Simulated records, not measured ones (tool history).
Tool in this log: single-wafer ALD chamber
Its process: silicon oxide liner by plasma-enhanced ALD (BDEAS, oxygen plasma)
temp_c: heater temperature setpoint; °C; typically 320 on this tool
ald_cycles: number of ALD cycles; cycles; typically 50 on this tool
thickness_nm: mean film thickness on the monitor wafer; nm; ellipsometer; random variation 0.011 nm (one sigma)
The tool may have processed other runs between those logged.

run	day	temp_c	ald_cycles	wafers since the last listed run	hours since the last thermocouple change	hours since the gauge calibration	read-back reference wafer on the same gauge, thickness_nm	thickness_nm
1	0	320	50	0	299.4	760	4.519	4.579
2	1.679	320	50	307	339.7	800.3	4.518	4.582
3	4.408	309	50	499	405.2	865.8	4.519	4.67
4	7.129	309	50	498	470.5	931.1	4.519	4.668
5	9.233	309	50	385	521	981.6	4.52	4.636
6	11.817	320	50	473	583	1043.6	4.521	4.567
7	13.962	320	50	393	634.5	1095.1	4.518	4.591
8	16.083	320	50	388	685.4	1146	4.52	4.584
9	19.075	309	46	547	757.2	1217.8	4.52	4.276
10	20.758	320	54	308	797.6	1258.2	4.521	4.917
11	22.35	320	54	291	835.8	1296.4	4.521	4.944
12	23.958	320	54	294	874.4	1335	4.519	4.926
13	25.533	320	47	288	912.2	1372.8	4.519	4.287
14	27.496	320	47	359	959.3	1419.9	4.52	4.291
15	29.017	320	47	278	995.8	1456.4	4.521	4.265
16	31.329	320	50	423	1051.3	1511.9	4.519	4.551
17	32.983	320	50	302	1091	1551.6	4.52	4.552
18	34.55	320	50	286	1128.6	1589.2	4.524	4.551
19	36.679	320	56	389	1179.7	1640.3	4.519	5.088
# day 37.692: thermocouple changed; heater temperature recalibrated
20	45.621	310	57	1576	190.3	1854.9	4.521	5.286
21	47.238	334	59	296	229.1	1893.7	4.52	5.273
22	49.038	332	59	329	272.3	1936.9	4.52	5.297
23	50.558	320	50	278	308.8	1973.4	4.518	4.596
24	52.129	311	55	287	346.5	2011.1	4.52	5.109
25	53.333	320	50	220	375.4	2040	4.522	4.596
# day 53.442: gauge calibrated
26	55.383	310	50	375	424.6	46.6	4.52	4.642
27	57.029	333	56	301	464.1	86.1	4.519	5.032
28	58.146	315	50	204	490.9	112.9	4.52	4.602
29	60.917	327	50	507	557.4	179.4	4.522	4.531
30	62.525	328	45	294	596	218	4.52	4.05
31	64.588	311	50	377	645.5	267.5	4.517	4.632
32	66.108	320	50	278	682	304	4.517	4.57
33	67.817	320	50	312	723	345	4.524	4.572
34	69.438	320	50	296	761.9	383.9	4.52	4.568
35	70.492	324	50	193	787.2	409.2	4.521	4.563
36	72.825	310	57	427	843.2	465.2	4.517	5.274
37	74.971	330	58	393	894.7	516.7	4.52	5.18
38	76.246	316	58	233	925.3	547.3	4.517	5.318

List, for all runs, the conditions of the tool that the log does not record:
gauge reads high (%): 0, the same for each run
H1: wafer temperature above the value expected at the setpoint (K)
run	H1
1	0.687
2	0.804
3	1.03
4	1.29
5	1.51
6	1.83
7	2.11
8	2.42
9	2.89
10	3.17
11	3.46
12	3.76
13	4.07
14	4.47
15	4.79
16	5.31
17	5.7
18	6.08
19	6.61
20	1.06
21	1.13
22	1.23
23	1.33
24	1.44
25	1.53
26	1.71
27	1.87
28	1.99
29	2.31
30	2.51
31	2.79
32	3.01
33	3.27
34	3.53
35	3.71
36	4.13
37	4.54
38	4.79
